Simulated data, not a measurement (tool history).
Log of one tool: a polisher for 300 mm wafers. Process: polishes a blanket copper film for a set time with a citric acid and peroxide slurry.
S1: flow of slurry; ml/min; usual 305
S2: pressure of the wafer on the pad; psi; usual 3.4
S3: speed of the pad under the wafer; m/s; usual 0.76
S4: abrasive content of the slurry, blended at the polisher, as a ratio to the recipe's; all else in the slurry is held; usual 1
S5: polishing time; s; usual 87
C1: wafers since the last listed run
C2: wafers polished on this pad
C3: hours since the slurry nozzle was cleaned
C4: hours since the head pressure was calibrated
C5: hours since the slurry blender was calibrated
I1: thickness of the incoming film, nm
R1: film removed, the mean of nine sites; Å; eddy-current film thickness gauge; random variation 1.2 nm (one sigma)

Run 1, hour 0: usual settings; C1 0; C2 157; C3 273.5; C4 772.6; C5 53; I1 1068.9. Result: R1 1514 Å.
At hour 24.8: slurry nozzle cleaned.
Run 2, hour 42.6: usual settings; C1 250; C2 408; C3 17.8; C4 815.2; C5 95.6; I1 1031.3. Result: R1 1520 Å.
Run 3, hour 73.2: usual settings; C1 184; C2 593; C3 48.4; C4 845.8; C5 126.2; I1 1040.2. Result: R1 1537 Å.
Run 4, hour 102.1: usual settings but S5 105 s; C1 174; C2 767; C3 77.3; C4 874.7; C5 155.1; I1 1046.2. Result: R1 1852 Å.
Run 5, hour 132.3: usual settings but S5 105 s; C1 182; C2 949; C3 107.5; C4 904.9; C5 185.3; I1 1047. Result: R1 1841 Å.
Run 6, hour 176.4: usual settings but S3 0.84 m/s; C1 265; C2 1215; C3 151.6; C4 949; C5 229.4; I1 1061.7. Result: R1 1653 Å.
Run 7, hour 206.3: usual settings; C1 180; C2 1395; C3 181.5; C4 978.9; C5 259.3; I1 1054.9. Result: R1 1521 Å.
At hour 213.2: slurry blender recalibrated.
At hour 217.7: worn pad replaced by a new one.
At hour 248.7: head pressure recalibrated.
Run 8, hour 249.2: usual settings but S1 260 ml/min, S3 0.64 m/s, S4 0.9; C1 210; C2 177; C3 224.4; C4 0.5; C5 36; I1 1031.8. Result: R1 1366 Å.
Run 9, hour 297.4: usual settings but S1 350 ml/min, S2 4.4 psi, S3 0.52 m/s, S5 95 s; C1 290; C2 468; C3 272.6; C4 48.7; C5 84.2; I1 1031.9. Result: R1 1530 Å.
Run 10, hour 341.3: usual settings but S1 385 ml/min, S2 3.9 psi, S5 61 s; C1 264; C2 732; C3 316.5; C4 92.6; C5 128.1; I1 1051.4. Result: R1 1279 Å.
Run 11, hour 366.1: usual settings but S5 95 s; C1 149; C2 882; C3 341.3; C4 117.4; C5 152.9; I1 1053.7. Result: R1 1723 Å.
At hour 381.3: slurry nozzle cleaned.
Run 12, hour 397.6: usual settings but S5 63 s; C1 183; C2 1066; C3 16.3; C4 148.9; C5 184.4; I1 1043.4. Result: R1 1177 Å.

Run 13 comes next. What will it give?
At hour 448.1: worn pad replaced by a new one.
Run 13, hour 448.6: usual settings but S3 0.96 m/s; C1 283; C2 2; C3 67.3; C4 199.9; C5 235.4; I1 1068.1. Result: R1 ?.

Run 13 gave R1 2042 Å.
Without the tool's hidden state the same run would have given R1 2128 Å.
